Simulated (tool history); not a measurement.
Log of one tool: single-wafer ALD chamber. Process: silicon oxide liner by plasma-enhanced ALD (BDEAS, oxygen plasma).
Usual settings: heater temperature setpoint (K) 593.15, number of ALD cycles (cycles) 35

run	hour	heater temperature setpoint (K)	number of ALD cycles (cycles)	wafers since the last listed run	hours since the last thermocouple change	hours since the gauge calibration	read-back reference wafer on the same gauge, thickness_nm	mean film thickness on the monitor wafer (angstrom)
1	0.0	593.15	35	0	1615.5	315.5	2.723	29.96
2	13.0	593.15	35	104	1628.5	328.5	2.725	29.97
3	21.7	593.15	39	70	1637.2	337.2	2.723	33.39
4	27.9	593.15	39	49	1643.4	343.4	2.725	33.31
5	41.6	583.15	35	110	1657.1	357.1	2.727	30.45
# hour 43.9: gauge calibrated
6	50.8	587.15	35	74	1666.3	6.9	2.702	29.94
7	59.0	587.15	35	66	1674.5	15.1	2.704	30.10
8	65.3	587.15	35	50	1680.8	21.4	2.706	29.86
9	73.5	597.15	35	66	1689.0	29.6	2.703	29.59
10	84.6	589.15	35	89	1700.1	40.7	2.704	30.01
11	98.8	589.15	35	114	1714.3	54.9	2.707	29.86
12	107.7	589.15	35	71	1723.2	63.8	2.707	29.99
13	124.7	593.15	35	136	1740.2	80.8	2.704	29.80
14	135.8	593.15	35	89	1751.3	91.9	2.707	29.66
15	142.3	601.15	35	52	1757.8	98.4	2.704	29.32
16	158.1	601.15	35	127	1773.6	114.2	2.707	29.44
17	175.1	601.15	35	136	1790.6	131.2	2.708	29.38
18	189.1	589.15	38	112	1804.6	145.2	2.706	32.49
19	196.5	589.15	38	59	1812.0	152.6	2.709	32.55
20	203.3	593.15	31	54	1818.8	159.4	2.714	26.32
21	210.8	593.15	31	60	1826.3	166.9	2.708	26.38
22	225.2	603.15	35	115	1840.7	181.3	2.712	29.34
23	240.2	598.15	28	120	1855.7	196.3	2.715	23.59
24	251.1	578.15	32	87	1866.6	207.2	2.713	27.84
25	258.1	583.15	40	56	1873.6	214.2	2.717	34.72
26	265.0	604.15	30	55	1880.5	221.1	2.714	25.10
27	282.7	593.15	35	142	1898.2	238.8	2.722	29.88
# hour 296.8: thermocouple changed; heater temperature recalibrated
28	297.3	593.15	37	53	0.5	253.4	2.720	31.63
29	300.1	604.15	35	22	3.3	256.2	2.717	29.38
30	311.3	593.15	35	90	14.5	267.4	2.721	29.93
31	318.6	585.15	38	58	21.8	274.7	2.722	32.82
32	336.2	581.15	35	141	39.4	292.3	2.723	30.36

Forecast run 33:
33	354.0	583.15	41	143	57.2	310.1	?	?

Run 33 gave read-back reference wafer on the same gauge, thickness_nm 2.728, mean film thickness on the monitor wafer (angstrom) 35.59.
Without the tool's hidden state the same run would have given mean film thickness on the monitor wafer (angstrom) 35.25.

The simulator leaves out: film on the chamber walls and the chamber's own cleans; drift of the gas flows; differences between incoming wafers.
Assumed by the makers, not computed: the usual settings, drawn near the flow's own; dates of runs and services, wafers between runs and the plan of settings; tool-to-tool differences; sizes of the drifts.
